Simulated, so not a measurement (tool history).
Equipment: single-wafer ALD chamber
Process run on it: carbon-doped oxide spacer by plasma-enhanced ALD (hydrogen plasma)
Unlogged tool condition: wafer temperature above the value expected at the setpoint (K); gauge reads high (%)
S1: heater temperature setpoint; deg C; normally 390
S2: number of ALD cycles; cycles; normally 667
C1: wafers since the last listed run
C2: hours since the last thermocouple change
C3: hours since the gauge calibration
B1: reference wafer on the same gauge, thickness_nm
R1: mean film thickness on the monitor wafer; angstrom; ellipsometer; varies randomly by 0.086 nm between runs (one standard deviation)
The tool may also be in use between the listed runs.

run     day   S1   S2   C1      C2      C3      B1      R1
  1       0  390  667    0  2648.7  1027.9  33.333  336.14
  2   1.129  390  702   14  2675.8    1055  33.287  353.27
  3   2.904  390  702   23  2718.4  1097.6   33.27  354.27
  4   4.846  390  702   25    2765  1144.2  33.288  352.01
  5   6.817  390  732   25  2812.3  1191.5  33.247  368.08
  6   8.275  390  732   19  2847.3  1226.5  33.159  368.15
  7   10.35  390  667   27  2897.1  1276.3  33.188  334.57
     10.512  -- gauge calibrated
  8  12.942  390  667   33  2959.3    58.3  33.973  341.28
  9  20.746  390  667  102  3146.6   245.6  33.869   340.6
 10  23.138  390  667   31    3204     303   33.85  340.78
 11  24.775  390  667   21  3243.3   342.3  33.819   342.1
 12  27.679  390  667   38    3313     412  33.785  340.17
 13  29.554  390  667   24    3358     457  33.728  341.29
 14  30.962  390  667   18  3391.8   490.8  33.719  339.51
     31.554  -- thermocouple changed; heater temperature recalibrated
 15  38.133  390  667   89   157.9   662.9  33.614  338.07
 16  39.317  390  667   15   186.3   691.3  33.625  338.49
 17  41.433  395  797   27   237.1   742.1  33.557  402.04
 18  43.358  378  762   25   283.3   788.3  33.504  384.39
 19  45.988  378  788   34   346.4   851.4  33.516   399.1
 20  47.692  390  667   22   387.3   892.3  33.466  336.19
 21  50.229  380  592   33   448.2   953.2  33.446  298.98
     52.562  -- gauge calibrated
 22  53.029  402  579   36   515.4    11.2  34.159  297.25
 23  54.962  397  591   25   561.8    57.6  34.119  305.04
 24  57.225  390  667   29   616.1   111.9  34.057   343.8
 25  60.154  377  565   38   686.4   182.2  34.009   289.9
 26  62.633  397  777   32   745.9   241.7  34.024  399.97
 27  63.667  386  566   13   770.7   266.5   33.93  289.71
 28  65.117  402  711   19   805.5   301.3  33.936  365.93
 29  67.138  375  667   26     854   349.8  33.939   341.7
 30  68.675  379  604   20   890.9   386.7  33.892  308.92
 31  69.804  399  714   14     918   413.8  33.884  366.04

5 ways to go on from here, each from the tool as it stands after run 31. What would each give?
  A  69.862  390  737   0  919.4  415.2   ?   ?
  B  69.862  378  544   0  919.4  415.2   ?   ?
  C  69.862  379  722   0  919.4  415.2   ?   ?
  D  69.862  396  567   0  919.4  415.2   ?   ?
  E  69.862  375  579   0  919.4  415.2   ?   ?

run     B1      R1
  A  33.85  375.24
  B  33.85  276.97
  C  33.85   367.6
  D  33.85  288.68
  E  33.85  294.79
Without the tool's unlogged condition, the same runs would have read:
run      R1
  A  376.55
  B  277.94
  C  368.88
  D  289.69
  E  295.82
